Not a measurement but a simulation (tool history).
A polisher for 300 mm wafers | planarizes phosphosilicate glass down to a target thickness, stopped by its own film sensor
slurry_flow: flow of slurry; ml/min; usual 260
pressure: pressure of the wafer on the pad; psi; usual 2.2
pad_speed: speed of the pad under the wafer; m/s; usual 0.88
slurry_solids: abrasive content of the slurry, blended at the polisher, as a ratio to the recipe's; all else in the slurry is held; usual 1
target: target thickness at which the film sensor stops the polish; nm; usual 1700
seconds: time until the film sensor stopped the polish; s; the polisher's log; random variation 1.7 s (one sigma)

| run | hour | slurry_flow | pressure | pad_speed | slurry_solids | target | wafers since the last listed run | wafers polished on this pad | hours since the slurry nozzle was cleaned | hours since the head pressure was calibrated | hours since the slurry blender was calibrated | hours since the conditioning disc was replaced | incoming thickness of the incoming film, nm | seconds |
|---|---|---|---|---|---|---|---|---|---|---|---|---|---|---|
| 1 | 0 | 260 | 2.2 | 0.88 | 1 | 1607 | 0 | 10 | 102.9 | 99.4 | 124.1 | 205.4 | 2029.1 | 106.1 |
| 2 | 55.2 | 260 | 2.2 | 0.88 | 1 | 1607 | 569 | 580 | 158.1 | 154.6 | 179.3 | 260.6 | 2044.7 | 105.1 |
| 3 | 125.8 | 260 | 2.2 | 0.88 | 1 | 1607 | 728 | 1308 | 228.7 | 225.2 | 249.9 | 331.2 | 2027.7 | 107.2 |
| 4 | 168.3 | 260 | 2.2 | 0.88 | 1 | 1700 | 438 | 1747 | 271.2 | 267.7 | 292.4 | 373.7 | 2054.6 | 88.9 |
| 5 | 240.1 | 260 | 2.2 | 0.88 | 1 | 1700 | 740 | 2488 | 343 | 339.5 | 364.2 | 445.5 | 2071.7 | 93.8 |
|  | 258.9 | conditioning disc replaced and pad reconditioned |
| 6 | 269.9 | 320 | 1.5 | 0.72 | 1.2 | 1700 | 286 | 2774 | 372.8 | 369.3 | 394 | 11 | 2043.9 | 133.4 |
|  | 316.3 | slurry nozzle cleaned |
| 7 | 327.6 | 220 | 2.2 | 0.88 | 0.9 | 1700 | 585 | 3360 | 11.3 | 427 | 451.7 | 68.7 | 2039.5 | 92.8 |
|  | 361 | slurry blender recalibrated |
| 8 | 396.2 | 260 | 2.2 | 0.88 | 0.85 | 1700 | 687 | 4047 | 79.9 | 495.6 | 35.2 | 137.3 | 2049.4 | 97.7 |
|  | 405.7 | worn pad replaced by a new one |
| 9 | 426.9 | 260 | 2.2 | 0.88 | 1 | 1700 | 275 | 218 | 110.6 | 526.3 | 65.9 | 168 | 2071.9 | 90 |
| 10 | 458.7 | 260 | 2.9 | 0.88 | 1 | 1769 | 328 | 546 | 142.4 | 558.1 | 97.7 | 199.8 | 2019 | 47.3 |
| 11 | 489 | 260 | 2.5 | 0.88 | 1 | 1700 | 312 | 859 | 172.7 | 588.4 | 128 | 230.1 | 2063.2 | 80.3 |
| 12 | 540.2 | 260 | 2.2 | 1 | 1.15 | 1700 | 528 | 1387 | 223.9 | 639.6 | 179.2 | 281.3 | 2020.1 | 66 |

Forecast run 13:
| 13 | 598.9 | 260 | 1.6 | 0.88 | 1 | 1700 | 605 | 1993 | 282.6 | 698.3 | 237.9 | 340 | 2061.2 | ? |

Run 13 gave seconds 123.3 s.
Without the tool's hidden state the same run would have given seconds 118.3 s.
